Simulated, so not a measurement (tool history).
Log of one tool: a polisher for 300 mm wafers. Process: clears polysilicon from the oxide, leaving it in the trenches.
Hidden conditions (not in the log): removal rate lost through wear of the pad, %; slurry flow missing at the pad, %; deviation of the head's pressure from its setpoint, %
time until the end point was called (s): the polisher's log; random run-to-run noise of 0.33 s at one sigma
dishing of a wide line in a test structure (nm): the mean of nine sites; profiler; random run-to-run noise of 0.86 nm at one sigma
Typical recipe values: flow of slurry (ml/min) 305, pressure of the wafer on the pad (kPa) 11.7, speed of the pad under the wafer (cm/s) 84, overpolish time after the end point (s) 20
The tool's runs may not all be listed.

run,hour,flow of slurry (ml/min),pressure of the wafer on the pad (kPa),speed of the pad under the wafer (cm/s),overpolish time after the end point (s),wafers since the last listed run,wafers polished on this pad,hours since the slurry nozzle was cleaned,hours since the head pressure was calibrated,"incoming thickness of the incoming film, nm",time until the end point was called (s),dishing of a wide line in a test structure (nm)
1,0.0,305,11.7,84,20,0,1595,289.2,803.5,304.2,38.4,47.0
# hour 10.3: worn pad replaced by a new one
2,17.8,305,14.5,84,20,130,70,307.0,821.3,307.0,31.6,49.8
3,30.1,305,14.5,84,20,116,187,319.3,833.6,313.7,32.5,47.7
4,59.7,305,11.7,84,20,279,466,348.9,863.2,315.7,40.5,46.5
5,87.6,305,11.7,84,20,263,730,376.8,891.1,308.0,39.6,46.2
6,122.3,305,11.7,84,20,327,1058,411.5,925.8,310.7,39.9,45.9
7,135.6,305,11.7,84,20,125,1184,424.8,939.1,313.7,39.6,46.6
8,154.4,305,11.7,98,29,177,1361,443.6,957.9,305.9,33.9,49.3
9,175.7,305,11.7,98,29,201,1563,464.9,979.2,311.4,34.8,48.7
# hour 194.6: worn pad replaced by a new one
10,195.1,305,14.5,74,20,145,5,484.3,998.6,315.7,36.7,46.4
11,223.3,305,14.5,74,20,266,271,512.5,1026.8,313.1,37.1,48.8
12,254.3,305,11.7,84,20,292,564,543.5,1057.8,312.8,40.2,46.3
13,271.1,305,11.7,84,20,158,723,560.3,1074.6,310.3,39.6,45.4
14,307.0,305,11.7,84,20,339,1062,596.2,1110.5,314.7,40.0,46.0
# hour 336.6: worn pad replaced by a new one
15,338.1,305,11.7,84,20,256,13,627.3,1141.6,310.7,39.6,47.1
# hour 346.1: head pressure recalibrated
16,370.7,305,11.7,84,20,289,302,659.9,24.6,304.2,38.6,46.0
17,384.6,305,12.4,84,20,131,434,673.8,38.5,313.8,37.8,46.3
# hour 386.5: slurry nozzle cleaned
18,414.4,405,10.3,84,15,272,706,27.9,68.3,311.3,43.4,43.3
19,445.5,305,11.7,84,31,293,1000,59.0,99.4,310.6,39.9,49.2
20,462.1,395,13.1,84,24,156,1157,75.6,116.0,307.6,34.7,47.5
21,477.4,305,13.1,84,15,144,1301,90.9,131.3,316.7,36.5,44.1
# hour 489.6: worn pad replaced by a new one
22,507.6,305,13.8,94,20,247,170,121.1,161.5,308.9,30.0,49.2
23,539.7,305,11.7,108,20,303,473,153.2,193.6,309.3,31.2,47.8
24,556.9,305,15.9,84,16,162,635,170.4,210.8,312.6,29.5,45.7
25,591.1,305,11.7,70,10,323,959,204.6,245.0,307.9,47.4,34.5
26,626.2,305,15.9,84,20,331,1290,239.7,280.1,309.2,29.1,47.9
27,653.6,305,11.7,84,20,258,1549,267.1,307.5,308.1,39.5,45.8
# hour 665.6: worn pad replaced by a new one
28,686.1,305,11.7,102,20,269,193,299.6,340.0,313.7,32.5,47.9
29,709.0,370,11.7,84,20,216,410,322.5,362.9,312.9,39.4,47.7
30,734.6,305,9.7,84,20,241,651,348.1,388.5,311.1,48.2,44.3
31,761.0,360,9.0,108,28,249,901,374.5,414.9,304.3,39.3,49.3
32,776.0,305,9.0,84,20,141,1043,389.5,429.9,308.5,51.6,44.9
33,801.1,305,11.7,84,20,237,1280,414.6,455.0,310.6,39.6,47.4
34,833.0,305,11.7,84,20,301,1581,446.5,486.9,313.3,39.8,47.6

Forecast each of these 5 alternatives for the next run:
A,833.4,305,11.7,84,20,3,1585,446.9,487.3,310.5,?,?
B,833.4,305,8.3,84,20,3,1585,446.9,487.3,310.5,?,?
C,833.4,205,15.9,84,20,3,1585,446.9,487.3,310.5,?,?
D,833.4,355,8.3,60,16,3,1585,446.9,487.3,310.5,?,?
E,833.4,255,15.2,58,9,3,1585,446.9,487.3,310.5,?,?

run,time until the end point was called (s),dishing of a wide line in a test structure (nm)
A,39.3,45.4
B,55.7,41.8
C,29.9,47.0
D,77.2,33.2
E,44.5,32.8
Without the tool's hidden state the same runs would have given:
run,time until the end point was called (s),dishing of a wide line in a test structure (nm)
A,39.3,45.4
B,55.7,41.8
C,29.9,47.0
D,77.2,33.2
E,44.5,32.8
